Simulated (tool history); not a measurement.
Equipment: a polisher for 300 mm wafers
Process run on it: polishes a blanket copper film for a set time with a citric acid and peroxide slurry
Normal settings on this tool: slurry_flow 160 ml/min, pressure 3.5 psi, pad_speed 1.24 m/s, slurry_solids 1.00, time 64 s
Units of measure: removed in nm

run	hour	slurry_flow	pressure	pad_speed	slurry_solids	time	incoming thickness of the incoming film, nm	removed
1	0.0	160	3.5	1.24	1.00	64	711.6	189.0
2	29.7	160	3.5	1.24	1.00	64	715.5	186.4
3	53.7	160	3.5	1.24	1.00	64	719.8	180.1
# hour 62.7: worn pad replaced by a new one
4	68.2	160	3.5	1.24	1.00	64	718.6	190.2
5	99.5	160	3.5	1.24	1.00	64	704.9	193.4
6	133.5	160	3.2	1.24	0.95	64	716.7	169.6
7	150.6	160	3.5	1.24	1.00	64	721.4	185.1
# hour 163.3: worn pad replaced by a new one
# hour 169.4: slurry nozzle cleaned
8	200.9	160	3.5	1.24	1.00	64	724.4	192.2
# hour 272.3: worn pad replaced by a new one
9	272.8	160	3.5	1.24	1.00	64	721.4	189.7
# hour 289.4: head pressure recalibrated
10	295.9	160	3.5	1.24	1.00	64	717.6	192.5
# hour 305.0: slurry blender recalibrated
11	324.3	160	3.5	1.24	1.00	64	717.3	191.0
12	358.4	120	4.1	1.24	1.00	64	719.6	202.7
13	379.1	185	3.5	1.60	1.15	83	718.9	318.0
# hour 391.9: worn pad replaced by a new one
14	406.2	160	3.5	1.60	1.00	50	731.2	192.5
15	439.7	130	3.5	0.90	1.15	52	719.5	114.5
16	456.4	140	4.5	1.24	1.00	64	723.1	233.3
17	478.4	160	4.3	1.24	1.00	64	730.3	225.6
18	492.3	210	2.4	1.46	0.90	64	708.2	153.5
# hour 514.4: worn pad replaced by a new one
19	515.6	110	3.5	1.24	1.10	64	720.9	182.7
20	538.7	160	3.5	1.24	1.00	64	726.9	191.5

Some steps in removed, run to run, broken into two amounts with sign: the step expected even without the hidden condition (settings, incoming material, random variation), and the rest, left for the hidden condition together with whatever gauge scatter is not in both the measured and the hidden-condition-free result:
What the log doesn't record here: removal rate lost through wear of the pad, %; slurry flow missing at the pad, %; deviation of the head's pressure from its setpoint, %; abrasive missing from the slurry, %.
Run 12 -> 13: slurry_flow 120 -> 185, pressure 4.1 -> 3.5, pad_speed 1.24 -> 1.60, slurry_solids 1.00 -> 1.15, time 64 -> 83. removed +115.3 nm: hidden state -13.7, all else +129.0.
Run 13 -> 14: slurry_flow 185 -> 160, slurry_solids 1.15 -> 1.00, time 83 -> 50, worn pad replaced by a new one. removed -125.5 nm: hidden state +22.8, all else -148.3.
Run 15 -> 16: slurry_flow 130 -> 140, pressure 3.5 -> 4.5, pad_speed 0.90 -> 1.24, slurry_solids 1.15 -> 1.00, time 52 -> 64. removed +118.8 nm: hidden state -4.8, all else +123.6.

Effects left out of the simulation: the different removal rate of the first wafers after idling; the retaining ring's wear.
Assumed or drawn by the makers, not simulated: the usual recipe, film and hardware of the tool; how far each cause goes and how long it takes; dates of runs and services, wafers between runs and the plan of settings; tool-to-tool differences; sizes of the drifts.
